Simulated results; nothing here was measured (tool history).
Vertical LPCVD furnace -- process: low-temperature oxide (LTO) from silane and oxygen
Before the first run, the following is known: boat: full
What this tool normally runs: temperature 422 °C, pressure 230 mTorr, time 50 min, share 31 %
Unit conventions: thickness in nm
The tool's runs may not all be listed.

run,hour,temperature,pressure,time,share,"read-back reference wafer on the same gauge, thickness",thickness
1,0,422,230,50,31,511.74,459.55
2,57.5,422,230,50,31,511.97,463.27
3,120.5,422,230,50,34,512,522.26
4,148.3,416,230,50,31,511.95,433.63
5,184.3,416,230,50,31,511.99,434.56
6,211.6,416,230,50,31,512,434.04
# hour 248.3: gauge calibrated
7,272.9,422,230,50,31,511.83,464.82
8,363.3,422,230,59.5,36,512.23,676.3
9,417.3,422,245,34.5,31,511.96,342.06
# hour 548.3: silane flow controller replaced
# hour 551.4: pressure gauge zeroed
10,551.9,422,230,50,31,511.98,450.4
11,593.6,413,275,31,31,512.06,301.35
12,632,422,230,50,31,512.01,448.07
13,657.5,422,175,64.5,34,511.96,499.82
14,684.2,413,230,50,31,512.21,405.6
15,718.9,410,230,50,28,512.17,339.82
16,771.1,432,195,37.5,35,511.79,371.08
17,839.4,419,230,50,31,512.05,435.57
# hour 892.4: thermocouples replaced and temperature profile calibrated
18,900.4,416,230,43,31,511.94,354.29
19,941.2,416,230,36.5,31,511.75,299.97
20,986,417,190,64.5,26,512.11,345.21
21,1023.7,422,230,50,31,511.98,440.84
22,1052.8,422,185,61.5,31,511.95,437.35
23,1110.4,419,185,62,28,511.84,369.78
24,1144.2,422,230,50,29,511.79,402.11
25,1168.5,416,230,36.5,31,512.14,301.74
26,1220.8,418,275,41,26,512.02,320.97
27,1277.7,422,230,50,31,512.16,441.47

What does the tool deliver on the next run?
28,1347.7,422,230,67.5,37,?,?

read-back reference wafer on the same gauge, thickness: 511.96
thickness: 751.02 nm
If the tool had no hidden condition, the same run with the same run-to-run variation would have returned thickness 743.21 nm.
